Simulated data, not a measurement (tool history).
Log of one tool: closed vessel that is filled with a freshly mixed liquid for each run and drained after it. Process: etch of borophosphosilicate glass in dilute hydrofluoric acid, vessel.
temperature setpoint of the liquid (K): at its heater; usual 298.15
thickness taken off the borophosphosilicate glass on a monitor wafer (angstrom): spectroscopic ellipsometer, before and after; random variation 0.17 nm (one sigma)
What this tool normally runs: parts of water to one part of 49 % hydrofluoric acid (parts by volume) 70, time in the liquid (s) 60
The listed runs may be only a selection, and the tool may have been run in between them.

| run | hour | temperature setpoint of the liquid (K) | parts of water to one part of 49 % hydrofluoric acid (parts by volume) | time in the liquid (s) | read-back film thickness of the borophosphosilicate glass reference wafer, read on the same gauge (nm) | thickness taken off the borophosphosilicate glass on a monitor wafer (angstrom) |
|---|---|---|---|---|---|---|
| 1 | 0.0 | 302.15 | 80 | 60 | 140.01 | 409.5 |
| 2 | 61.4 | 302.15 | 80 | 60 | 139.99 | 410.0 |
| 3 | 93.8 | 302.15 | 80 | 60 | 140.00 | 410.5 |
| 4 | 150.5 | 301.65 | 60 | 60 | 140.01 | 553.7 |
| 5 | 179.3 | 301.65 | 60 | 60 | 140.00 | 553.2 |
| 6 | 244.8 | 301.65 | 60 | 60 | 139.98 | 553.8 |
| 7 | 286.7 | 298.15 | 70 | 60 | 139.99 | 411.6 |
| 8 | 417.0 | 298.15 | 70 | 60 | 140.00 | 414.3 |
| 9 | 461.0 | 298.15 | 70 | 60 | 139.99 | 414.4 |
| 10 | 516.0 | 298.15 | 45 | 35 | 140.01 | 391.2 |
| 11 | 563.9 | 299.65 | 70 | 60 | 140.02 | 442.5 |
| 12 | 627.7 | 298.15 | 55 | 30 | 139.99 | 253.3 |
| 13 | 692.4 | 298.15 | 80 | 60 | 139.99 | 338.2 |
| 14 | 725.6 | 298.15 | 70 | 60 | 139.98 | 393.9 |
| 15 | 766.4 | 298.15 | 70 | 30 | 140.00 | 195.6 |
| 16 | 838.4 | 298.15 | 70 | 60 | 140.01 | 391.3 |
| 17 | 905.5 | 298.15 | 95 | 60 | 140.02 | 280.6 |
| 18 | 976.3 | 298.15 | 95 | 60 | 140.01 | 281.0 |

Withheld: 3 entries from between the runs. Position of each, and hidden state at the listed run before versus the listed run after:
Between runs 7 and 8: hydrofluoric acid flow meter replaced (hour 320.7)
  liquid hotter than its thermometer reads (K): 1.47 -> 1.6
  what was measured, less what the result would be without the hidden state, thickness taken off the borophosphosilicate glass on a monitor wafer (angstrom): +23.5 -> +25.6
Between runs 10 and 11: gauge calibrated (hour 560.2)
  liquid hotter than its thermometer reads (K): 1.71 -> 1.76
  what was measured, less what the result would be without the hidden state, thickness taken off the borophosphosilicate glass on a monitor wafer (angstrom): +26.3 -> +29.6
Between runs 11 and 12: thermometer replaced (hour 594.5)
  liquid hotter than its thermometer reads (K): 1.76 -> 0.124
  what was measured, less what the result would be without the hidden state, thickness taken off the borophosphosilicate glass on a monitor wafer (angstrom): +29.6 -> +1.2

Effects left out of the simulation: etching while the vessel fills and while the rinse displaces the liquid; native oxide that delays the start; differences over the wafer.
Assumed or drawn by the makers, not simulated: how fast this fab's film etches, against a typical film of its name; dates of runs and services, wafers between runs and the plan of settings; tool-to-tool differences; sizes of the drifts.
